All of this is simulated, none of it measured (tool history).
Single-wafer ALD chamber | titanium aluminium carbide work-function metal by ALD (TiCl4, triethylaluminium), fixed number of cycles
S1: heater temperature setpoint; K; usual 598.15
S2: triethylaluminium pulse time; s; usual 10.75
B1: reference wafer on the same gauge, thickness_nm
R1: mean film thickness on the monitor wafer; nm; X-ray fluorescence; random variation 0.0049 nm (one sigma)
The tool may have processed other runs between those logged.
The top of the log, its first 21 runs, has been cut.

run     day      S1     S2     B1     R1
 22  56.321  598.15  10.75  1.621  1.936
 23  59.042  603.15  10.75  1.620  1.973
 24  61.321  586.15  10.75  1.620  1.839
 25  63.283  591.15  14.30  1.620  1.916
 26  67.762  598.15   6.49  1.621  1.768
 27  69.925  611.15  13.55  1.620  2.097
 28  73.608  609.15   8.82  1.620  1.971
 29  76.983  598.15  14.31  1.620  1.979
     80.204  -- triethylaluminium bottle replaced
 30  80.225  598.15  10.75  1.620  1.956
 31  83.171  585.15  14.83  1.620  1.872
 32  87.246  590.15  12.31  1.619  1.888
 33  89.346  588.15   6.63  1.619  1.708
 34  91.646  602.15   7.07  1.620  1.846

What if the next run were any one of these 3? Each begins from the tool's condition after run 34:
  A  91.662  598.15  8.08   ?   ?
  B  91.662  598.15  8.27   ?   ?
  C  91.662  605.15  9.61   ?   ?

run     B1     R1
  A  1.620  1.862
  B  1.620  1.870
  C  1.620  1.974
Take away the tool's hidden state, keep each run's random variation, and the runs would have read:
run     R1
  A  1.895
  B  1.902
  C  1.999
